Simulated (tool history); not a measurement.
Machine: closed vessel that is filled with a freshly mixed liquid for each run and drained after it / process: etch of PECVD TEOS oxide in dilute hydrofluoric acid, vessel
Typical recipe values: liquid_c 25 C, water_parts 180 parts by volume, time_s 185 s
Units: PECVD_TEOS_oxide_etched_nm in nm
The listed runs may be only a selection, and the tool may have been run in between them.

run,hour,liquid_c,water_parts,time_s,"read-back film thickness of the PECVD TEOS oxide reference wafer, read on the same gauge (nm)",PECVD_TEOS_oxide_etched_nm
1,0,25,180,185,69.98,25.9
2,46.4,25,180,185,70.05,25.6
3,71,23.5,180,185,70,24.53
4,128.4,23.5,180,185,70.06,24.21
5,163.9,23.5,180,185,70,24.69
6,221.2,25,180,185,70,25.83
7,268.6,25,180,185,69.98,25.45
8,323.3,25,180,185,70.01,25.9
9,359.9,25,225,145,69.96,15.04
10,390.6,25,225,145,69.97,15.31
11,453,25,225,145,70,14.83
12,520.3,25,180,230,69.99,31.07
13,580.2,25,180,230,70.01,31.05
# hour 599.6: gauge calibrated
# hour 633.9: hydrofluoric acid flow meter replaced
14,651.4,25,180,230,70.01,33.19
15,686,25,180,185,70.02,26.45
# hour 719.4: thermometer replaced
16,748.7,29.5,155,80,69.97,16.13
17,804.7,25,180,185,70.03,26.15
18,869.6,27.5,145,140,69.96,28.6
19,901.8,21.5,180,155,69.97,19.41
20,964.5,25,180,185,69.99,26.37
21,1027,27.5,245,110,70.02,11.68
22,1087,25,180,270,69.99,38.02
23,1127.5,25,120,75,70,17.35
24,1154.7,29.5,100,185,70,60.97
25,1213,25,240,90,70.01,8.98
26,1273.4,27.5,210,130,70.02,16.72
27,1338.5,21.5,120,185,69.99,36.35

Predict the results of run 28:
28,1368.4,22,180,240,?,?

read-back film thickness of the PECVD TEOS oxide reference wafer, read on the same gauge (nm): 70.01
PECVD_TEOS_oxide_etched_nm: 30.16 nm
With the hidden condition absent and the run-to-run variation left alone, this run would have shown PECVD_TEOS_oxide_etched_nm 31.28 nm.
